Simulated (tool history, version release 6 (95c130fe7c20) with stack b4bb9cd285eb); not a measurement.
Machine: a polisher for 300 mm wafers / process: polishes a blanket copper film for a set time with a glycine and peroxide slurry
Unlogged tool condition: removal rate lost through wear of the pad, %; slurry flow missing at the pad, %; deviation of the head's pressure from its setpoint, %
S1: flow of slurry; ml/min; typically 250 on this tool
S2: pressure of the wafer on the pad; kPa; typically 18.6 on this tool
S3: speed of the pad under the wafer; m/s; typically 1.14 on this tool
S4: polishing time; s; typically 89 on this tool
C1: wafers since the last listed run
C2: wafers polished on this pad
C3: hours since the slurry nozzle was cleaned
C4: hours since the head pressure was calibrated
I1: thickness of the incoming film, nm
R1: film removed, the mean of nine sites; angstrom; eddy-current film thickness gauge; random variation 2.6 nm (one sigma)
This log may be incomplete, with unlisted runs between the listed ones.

run	hour	S1	S2	S3	S4	C1	C2	C3	C4	I1	R1
1	0.0	250	18.6	1.14	89	0	1542	30.8	511.8	1842.9	4356
# hour 14.7: worn pad replaced by a new one
2	20.8	250	18.6	1.14	89	195	71	51.6	532.6	1846.6	4336
3	42.1	250	18.6	1.14	89	247	319	72.9	553.9	1840.6	4355
4	76.4	250	18.6	1.14	89	398	717	107.2	588.2	1880.3	4356
5	100.1	250	18.6	1.14	89	275	993	130.9	611.9	1840.4	4323
# hour 184.4: worn pad replaced by a new one
6	193.4	250	18.6	1.14	89	1038	104	224.2	705.2	1827.4	4296
7	224.3	250	18.6	1.14	89	359	463	255.1	736.1	1853.6	4283
8	247.5	250	18.6	1.30	89	269	733	278.3	759.3	1848.3	4764
9	280.4	250	23.4	1.14	89	382	1116	311.2	792.2	1855.7	4970
10	311.7	250	18.6	1.14	89	364	1480	342.5	823.5	1837.9	4298
# hour 330.9: worn pad replaced by a new one
11	331.4	250	18.6	1.14	89	182	5	362.2	843.2	1871.4	4249
12	351.0	250	18.6	1.14	89	227	233	381.8	862.8	1863.1	4250
13	383.5	250	18.6	1.14	89	378	611	414.3	895.3	1849.0	4195
14	419.4	250	18.6	1.14	89	417	1028	450.2	931.2	1840.9	4193
15	440.1	210	18.6	0.88	105	240	1269	470.9	951.9	1813.1	3849
16	455.2	250	21.4	1.14	89	175	1445	486.0	967.0	1850.8	4538
17	481.7	250	13.8	1.14	107	308	1753	512.5	993.5	1830.8	4156
# hour 487.6: slurry nozzle cleaned
# hour 503.5: worn pad replaced by a new one
18	516.0	250	24.8	1.14	112	340	145	28.4	1027.8	1864.3	5832
19	535.3	175	18.6	1.14	117	224	369	47.7	1047.1	1873.0	4527
# hour 547.7: head pressure recalibrated
20	561.4	325	21.4	1.14	89	280	649	73.8	13.7	1863.6	4459
21	597.7	250	14.5	1.14	80	422	1072	110.1	50.0	1859.3	2957
# hour 599.2: slurry nozzle cleaned, repeated, since the last time left the tool worse
22	615.1	250	18.6	1.14	67	190	1262	15.9	67.4	1818.0	3247
23	627.4	250	18.6	1.14	89	143	1405	28.2	79.7	1854.0	4337
24	651.4	205	23.4	1.28	89	279	1685	52.2	103.7	1852.0	5471
# hour 665.0: worn pad replaced by a new one
25	683.8	250	18.6	1.38	59	330	219	84.6	136.1	1848.6	3400
26	698.0	250	13.1	1.14	100	165	384	98.8	150.3	1877.1	4014
27	724.5	250	18.6	1.14	89	308	692	125.3	176.8	1872.9	4308
28	746.3	250	18.6	1.14	89	253	946	147.1	198.6	1853.8	4354
29	781.7	250	13.8	1.14	89	411	1357	182.5	234.0	1860.4	3618

Consider 5 possible next runs. They are alternatives, not a sequence: every one starts from the tool as it was left by run 29. What does each give?
A	782.1	250	24.1	1.14	89	4	1362	182.9	234.4	1851.7	?
B	782.1	175	13.1	1.14	89	4	1362	182.9	234.4	1851.7	?
C	782.1	205	23.4	1.14	116	4	1362	182.9	234.4	1851.7	?
D	782.1	320	18.6	1.14	89	4	1362	182.9	234.4	1851.7	?
E	782.1	175	18.6	1.50	68	4	1362	182.9	234.4	1851.7	?

run	R1
A	5077
B	3295
C	6309
D	4397
E	3913
Without the tool's hidden state the same runs would have given:
run	R1
A	5112
B	3328
C	6362
D	4420
E	3952

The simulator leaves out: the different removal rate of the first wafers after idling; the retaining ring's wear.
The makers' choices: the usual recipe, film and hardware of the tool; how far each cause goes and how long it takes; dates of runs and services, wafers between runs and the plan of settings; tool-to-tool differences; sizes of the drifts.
